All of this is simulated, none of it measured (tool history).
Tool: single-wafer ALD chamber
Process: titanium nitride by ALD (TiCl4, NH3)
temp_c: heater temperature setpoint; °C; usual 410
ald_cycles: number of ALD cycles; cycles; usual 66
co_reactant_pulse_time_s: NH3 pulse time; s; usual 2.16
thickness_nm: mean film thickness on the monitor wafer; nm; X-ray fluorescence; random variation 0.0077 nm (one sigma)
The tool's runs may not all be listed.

run,day,temp_c,ald_cycles,co_reactant_pulse_time_s,wafers since the last listed run,hours since the last thermocouple change,hours since the showerhead was replaced,hours since the gauge calibration,"read-back reference wafer on the same gauge, thickness_nm",thickness_nm
1,0,410,66,1.56,0,2061.6,2123.1,138.4,1.243,1.289
2,1.154,410,66,1.56,103,2089.3,2150.8,166.1,1.24,1.283
3,3.504,410,66,2.16,209,2145.7,2207.2,222.5,1.238,1.292
4,4.917,410,66,2.16,126,2179.6,2241.1,256.4,1.237,1.287
5,6.933,410,66,2.16,180,2228,2289.5,304.8,1.233,1.275
6,9.846,410,66,2.16,260,2297.9,2359.4,374.7,1.228,1.277
7,12.588,410,66,2.16,244,2363.7,2425.2,440.5,1.227,1.274
8,13.708,410,66,2.16,100,2390.6,2452.1,467.4,1.225,1.272
9,16.125,410,66,2.16,215,2448.6,2510.1,525.4,1.225,1.276
10,18.142,410,66,2.16,180,2497,2558.5,573.8,1.223,1.26
11,20.5,410,66,2.16,210,2553.6,2615.1,630.4,1.217,1.28
12,23.167,410,66,2.16,238,2617.6,2679.1,694.4,1.213,1.264
13,25.554,410,56,2.16,213,2674.9,2736.4,751.7,1.212,1.07
14,27.454,410,56,2.16,169,2720.5,2782,797.3,1.21,1.067
15,29.754,416,57,1.48,205,2775.7,2837.2,852.5,1.206,1.077
16,31.425,418,74,2.93,149,2815.8,2877.3,892.6,1.206,1.435
# day 31.896: gauge calibrated
17,34.329,415,61,2.85,259,2885.5,2947,58.4,1.243,1.189
18,36.638,401,66,2.82,206,2940.9,3002.4,113.8,1.245,1.294
19,38.992,410,66,2.16,210,2997.4,3058.9,170.3,1.238,1.288
# day 39.979: thermocouple changed; heater temperature recalibrated
20,40.25,418,66,2.16,82,6.5,3089.1,200.5,1.235,1.294
21,42.9,398,74,2.16,236,70.1,3152.7,264.1,1.231,1.441
22,44.388,410,66,2.16,132,105.8,3188.4,299.8,1.234,1.279
# day 45.896: showerhead replaced
23,51.612,410,66,2.16,615,279.2,137.2,473.2,1.226,1.268
24,53.829,401,75,1.34,198,332.4,190.4,526.4,1.224,1.431
25,55.933,405,61,2.95,187,382.9,240.9,576.9,1.219,1.186
26,63.896,421,66,2.16,711,574,432,768,1.211,1.283
27,66.704,410,66,2.16,250,641.4,499.4,835.4,1.206,1.26
28,68.042,396,70,1.3,119,673.5,531.5,867.5,1.202,1.288
# day 68.404: gauge calibrated
29,70.796,410,73,1.77,246,739.6,597.6,57.4,1.252,1.435

4 ways to go on from here, each from the tool as it stands after run 29. What would each give?
A,70.817,410,66,2.16,1,740.1,598.1,57.9,?,?
B,70.817,404,59,1.78,1,740.1,598.1,57.9,?,?
C,70.817,405,66,2.16,1,740.1,598.1,57.9,?,?
D,70.817,398,61,1.74,1,740.1,598.1,57.9,?,?

run,"read-back reference wafer on the same gauge, thickness_nm",thickness_nm
A,1.251,1.305
B,1.251,1.159
C,1.251,1.303
D,1.251,1.194
Without the tool's hidden state the same runs would have given:
run,thickness_nm
A,1.304
B,1.159
C,1.302
D,1.193
